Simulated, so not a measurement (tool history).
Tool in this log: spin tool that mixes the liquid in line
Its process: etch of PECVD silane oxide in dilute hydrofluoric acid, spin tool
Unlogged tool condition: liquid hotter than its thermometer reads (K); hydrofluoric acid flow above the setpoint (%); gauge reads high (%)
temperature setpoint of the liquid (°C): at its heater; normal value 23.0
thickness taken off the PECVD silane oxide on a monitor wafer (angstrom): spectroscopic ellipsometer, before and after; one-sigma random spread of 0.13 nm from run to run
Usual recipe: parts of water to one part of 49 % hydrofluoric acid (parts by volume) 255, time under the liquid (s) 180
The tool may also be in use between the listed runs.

run     day  temperature setpoint of the liquid (°C)  parts of water to one part of 49 % hydrofluoric acid (parts by volume)  time under the liquid (s)  wafers since the last listed run  hours since the thermometer was replaced  hours since the hydrofluoric acid flow meter was replaced  hours since the gauge calibration  read-back film thickness of the PECVD silane oxide reference wafer, read on the same gauge (nm)  thickness taken off the PECVD silane oxide on a monitor wafer (angstrom)
  1   0.000                                     23.0                                                                     255                        180                                 0                                     691.2                                                      459.2                              159.1                                                                                           130.00                                                                     273.6
  2   4.333                                     23.0                                                                     255                        180                               976                                     795.2                                                      563.2                              263.1                                                                                           129.96                                                                     278.0
  3   5.750                                     26.0                                                                     255                        125                               319                                     829.2                                                      597.2                              297.1                                                                                           130.00                                                                     214.0
  4   6.946                                     26.0                                                                     255                        125                               269                                     857.9                                                      625.9                              325.8                                                                                           129.99                                                                     216.1
  5   8.242                                     26.0                                                                     255                        125                               292                                     889.0                                                      657.0                              356.9                                                                                           130.00                                                                     217.3
      8.312  -- hydrofluoric acid flow meter replaced
  6   9.700                                     23.0                                                                     255                        260                               319                                     924.0                                                       33.3                              391.9                                                                                           130.00                                                                     388.4
  7  10.583                                     23.0                                                                     255                        260                               199                                     945.2                                                       54.5                              413.1                                                                                           130.00                                                                     389.6
  8  11.658                                     23.0                                                                     255                        180                               242                                     971.0                                                       80.3                              438.9                                                                                           130.00                                                                     271.0
  9  12.708                                     23.0                                                                     255                        180                               236                                     996.2                                                      105.5                              464.1                                                                                           130.01                                                                     271.3
     12.904  -- thermometer replaced
 10  13.967                                     23.0                                                                     255                        270                               274                                      25.5                                                      135.7                              494.3                                                                                           130.00                                                                     376.9
     14.400  -- gauge calibrated
 11  14.604                                     23.0                                                                     255                        180                               143                                      40.8                                                      151.0                                4.9                                                                                           129.99                                                                     251.3
 12  16.825                                     24.5                                                                     160                        140                               500                                      94.1                                                      204.3                               58.2                                                                                           130.02                                                                     366.1
 13  17.762                                     20.5                                                                     255                        180                               211                                     116.6                                                      226.8                               80.7                                                                                           130.01                                                                     232.2
 14  18.479                                     23.0                                                                     255                        180                               161                                     133.8                                                      244.0                               97.9                                                                                           130.00                                                                     255.0
 15  19.888                                     27.5                                                                     255                        105                               317                                     167.6                                                      277.8                              131.7                                                                                           130.03                                                                     174.4
 16  20.512                                     20.5                                                                     255                        275                               140                                     182.6                                                      292.8                              146.7                                                                                           130.00                                                                     357.5
 17  21.892                                     23.0                                                                     335                        180                               310                                     215.7                                                      325.9                              179.8                                                                                           129.99                                                                     181.8
 18  22.796                                     23.0                                                                     255                        180                               203                                     237.4                                                      347.6                              201.5                                                                                           130.00                                                                     260.3
 19  23.675                                     26.0                                                                     255                        125                               198                                     258.5                                                      368.7                              222.6                                                                                           129.97                                                                     202.0

3 ways to go on from here, each from the tool as it stands after run 19. What would each give?
  A  23.696                                     23.0                                                                     255                        180                                 4                                     259.0                                                      369.2                              223.1                                                                                                ?                                                                         ?
  B  23.696                                     27.0                                                                     335                        150                                 4                                     259.0                                                      369.2                              223.1                                                                                                ?                                                                         ?
  C  23.696                                     28.0                                                                     255                        125                                 4                                     259.0                                                      369.2                              223.1                                                                                                ?                                                                         ?

run  read-back film thickness of the PECVD silane oxide reference wafer, read on the same gauge (nm)  thickness taken off the PECVD silane oxide on a monitor wafer (angstrom)
  A                                                                                           129.98                                                                     260.4
  B                                                                                           129.98                                                                     174.9
  C                                                                                           129.98                                                                     215.3
Stripped of hidden state, with their random variation kept, the same runs would have yielded:
run  thickness taken off the PECVD silane oxide on a monitor wafer (angstrom)
  A                                                                     245.7
  B                                                                     165.2
  C                                                                     203.3

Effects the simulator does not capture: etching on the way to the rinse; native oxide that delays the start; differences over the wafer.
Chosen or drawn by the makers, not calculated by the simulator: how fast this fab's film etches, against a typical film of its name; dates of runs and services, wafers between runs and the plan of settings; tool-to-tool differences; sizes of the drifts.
